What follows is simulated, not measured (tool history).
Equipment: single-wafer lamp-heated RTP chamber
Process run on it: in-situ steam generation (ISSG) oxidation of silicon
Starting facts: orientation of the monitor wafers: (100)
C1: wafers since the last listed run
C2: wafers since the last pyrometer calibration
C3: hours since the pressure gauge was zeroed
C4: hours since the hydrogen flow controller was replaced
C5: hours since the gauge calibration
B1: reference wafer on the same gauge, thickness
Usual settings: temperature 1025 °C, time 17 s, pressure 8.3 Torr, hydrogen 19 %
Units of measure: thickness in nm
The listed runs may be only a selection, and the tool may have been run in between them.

{"run": 1, "hour": 0.0, "temperature": 1025, "time": 17, "pressure": 8.3, "hydrogen": 19, "C1": 0, "C2": 31, "C3": 1367.2, "C4": 7642.1, "C5": 121.9, "B1": 5.114, "thickness": 6.152}
{"run": 2, "hour": 18.0, "temperature": 1025, "time": 17, "pressure": 8.3, "hydrogen": 12, "C1": 137, "C2": 168, "C3": 1385.2, "C4": 7660.1, "C5": 139.9, "B1": 5.119, "thickness": 5.498}
{"run": 3, "hour": 29.3, "temperature": 1025, "time": 17, "pressure": 8.9, "hydrogen": 19, "C1": 86, "C2": 255, "C3": 1396.5, "C4": 7671.4, "C5": 151.2, "B1": 5.117, "thickness": 6.112}
{"run": 4, "hour": 39.9, "temperature": 1025, "time": 17, "pressure": 8.9, "hydrogen": 19, "C1": 81, "C2": 336, "C3": 1407.1, "C4": 7682, "C5": 161.8, "B1": 5.122, "thickness": 6.142}
{"run": 5, "hour": 51.0, "temperature": 1025, "time": 17, "pressure": 8.3, "hydrogen": 19, "C1": 84, "C2": 421, "C3": 1418.2, "C4": 7693.1, "C5": 172.9, "B1": 5.118, "thickness": 6.142}
{"run": 6, "hour": 60.3, "temperature": 1025, "time": 17, "pressure": 8.3, "hydrogen": 19, "C1": 71, "C2": 492, "C3": 1427.5, "C4": 7702.4, "C5": 182.2, "B1": 5.115, "thickness": 6.142}
{"run": 7, "hour": 74.0, "temperature": 1025, "time": 17, "pressure": 8.3, "hydrogen": 19, "C1": 104, "C2": 597, "C3": 1441.2, "C4": 7716.1, "C5": 195.9, "B1": 5.123, "thickness": 6.174}
{"run": 8, "hour": 88.7, "temperature": 1025, "time": 17, "pressure": 7.5, "hydrogen": 19, "C1": 112, "C2": 709, "C3": 1455.9, "C4": 7730.8, "C5": 210.6, "B1": 5.119, "thickness": 6.216}
{"run": 9, "hour": 99.0, "temperature": 1025, "time": 17, "pressure": 7.5, "hydrogen": 19, "C1": 78, "C2": 788, "C3": 1466.2, "C4": 7741.1, "C5": 220.9, "B1": 5.119, "thickness": 6.201}
{"run": 10, "hour": 116.4, "temperature": 1025, "time": 17, "pressure": 8.3, "hydrogen": 19, "C1": 133, "C2": 921, "C3": 1483.6, "C4": 7758.5, "C5": 238.3, "B1": 5.121, "thickness": 6.187}
{"hour": 132.9, "done": "hydrogen flow controller replaced"}
{"run": 11, "hour": 133.2, "temperature": 1025, "time": 17, "pressure": 8.3, "hydrogen": 19, "C1": 67, "C2": 988, "C3": 1500.4, "C4": 0.3, "C5": 255.1, "B1": 5.126, "thickness": 6.171}
{"run": 12, "hour": 143.1, "temperature": 1025, "time": 17, "pressure": 8.3, "hydrogen": 19, "C1": 75, "C2": 1064, "C3": 1510.3, "C4": 10.2, "C5": 265, "B1": 5.12, "thickness": 6.187}
{"hour": 155.2, "done": "pressure gauge zeroed"}
{"run": 13, "hour": 159.7, "temperature": 1025, "time": 17, "pressure": 7.2, "hydrogen": 19, "C1": 65, "C2": 1130, "C3": 4.5, "C4": 26.8, "C5": 281.6, "B1": 5.124, "thickness": 6.224}
{"run": 14, "hour": 173.4, "temperature": 1036, "time": 13, "pressure": 7.1, "hydrogen": 11, "C1": 104, "C2": 1235, "C3": 18.2, "C4": 40.5, "C5": 295.3, "B1": 5.123, "thickness": 5.028}
{"run": 15, "hour": 220.8, "temperature": 1020, "time": 17, "pressure": 8.3, "hydrogen": 11, "C1": 362, "C2": 1597, "C3": 65.6, "C4": 87.9, "C5": 342.7, "B1": 5.12, "thickness": 5.457}
{"run": 16, "hour": 227.4, "temperature": 1025, "time": 17, "pressure": 8.9, "hydrogen": 19, "C1": 50, "C2": 1648, "C3": 72.2, "C4": 94.5, "C5": 349.3, "B1": 5.118, "thickness": 6.221}
{"hour": 230.2, "done": "gauge calibrated"}
{"hour": 244.7, "done": "pyrometer window cleaned and pyrometer calibrated"}
{"run": 17, "hour": 245.2, "temperature": 1025, "time": 17, "pressure": 8.3, "hydrogen": 24, "C1": 74, "C2": 4, "C3": 90, "C4": 112.3, "C5": 15, "B1": 5.117, "thickness": 6.876}
{"run": 18, "hour": 247.3, "temperature": 1025, "time": 17, "pressure": 8.3, "hydrogen": 19, "C1": 16, "C2": 20, "C3": 92.1, "C4": 114.4, "C5": 17.1, "B1": 5.118, "thickness": 6.45}
{"run": 19, "hour": 254.4, "temperature": 1034, "time": 17, "pressure": 9.5, "hydrogen": 19, "C1": 54, "C2": 74, "C3": 99.2, "C4": 121.5, "C5": 24.2, "B1": 5.123, "thickness": 6.702}
{"run": 20, "hour": 268.0, "temperature": 1025, "time": 17, "pressure": 8.3, "hydrogen": 19, "C1": 104, "C2": 178, "C3": 112.8, "C4": 135.1, "C5": 37.8, "B1": 5.12, "thickness": 6.405}
{"run": 21, "hour": 275.4, "temperature": 1016, "time": 21, "pressure": 9.2, "hydrogen": 14, "C1": 56, "C2": 235, "C3": 120.2, "C4": 142.5, "C5": 45.2, "B1": 5.119, "thickness": 6.414}
{"run": 22, "hour": 292.8, "temperature": 1025, "time": 14, "pressure": 8.7, "hydrogen": 19, "C1": 133, "C2": 368, "C3": 137.6, "C4": 159.9, "C5": 62.6, "B1": 5.119, "thickness": 5.846}
{"hour": 301.9, "done": "pyrometer window cleaned and pyrometer calibrated, repeated, since the last time left the tool worse"}
{"run": 23, "hour": 310.7, "temperature": 1038, "time": 22, "pressure": 8.3, "hydrogen": 13, "C1": 75, "C2": 66, "C3": 155.5, "C4": 177.8, "C5": 80.5, "B1": 5.118, "thickness": 6.859}
{"run": 24, "hour": 328.6, "temperature": 1025, "time": 17, "pressure": 8.3, "hydrogen": 19, "C1": 136, "C2": 203, "C3": 173.4, "C4": 195.7, "C5": 98.4, "B1": 5.117, "thickness": 6.146}
{"run": 25, "hour": 342.5, "temperature": 1025, "time": 17, "pressure": 8.3, "hydrogen": 19, "C1": 106, "C2": 310, "C3": 187.3, "C4": 209.6, "C5": 112.3, "B1": 5.117, "thickness": 6.134}
{"run": 26, "hour": 358.5, "temperature": 1025, "time": 15, "pressure": 8.3, "hydrogen": 19, "C1": 122, "C2": 432, "C3": 203.3, "C4": 225.6, "C5": 128.3, "B1": 5.121, "thickness": 5.841}

Consider 3 possible next runs. They are alternatives, not a sequence: every one starts from the tool as it was left by run 26. What does each give?
{"run": "A", "hour": 358.9, "temperature": 1025, "time": 17, "pressure": 8.3, "hydrogen": 19, "C1": 3, "C2": 435, "C3": 203.7, "C4": 226, "C5": 128.7, "B1": "?", "thickness": "?"}
{"run": "B", "hour": 358.9, "temperature": 1039, "time": 17, "pressure": 8.3, "hydrogen": 19, "C1": 3, "C2": 435, "C3": 203.7, "C4": 226, "C5": 128.7, "B1": "?", "thickness": "?"}
{"run": "C", "hour": 358.9, "temperature": 1025, "time": 17, "pressure": 9, "hydrogen": 19, "C1": 3, "C2": 435, "C3": 203.7, "C4": 226, "C5": 128.7, "B1": "?", "thickness": "?"}

run=A B1=5.115 thickness=6.172
run=B B1=5.115 thickness=6.602
run=C B1=5.115 thickness=6.138
Without the tool's hidden state the same runs would have given:
run=A thickness=6.098
run=B thickness=6.517
run=C thickness=6.065

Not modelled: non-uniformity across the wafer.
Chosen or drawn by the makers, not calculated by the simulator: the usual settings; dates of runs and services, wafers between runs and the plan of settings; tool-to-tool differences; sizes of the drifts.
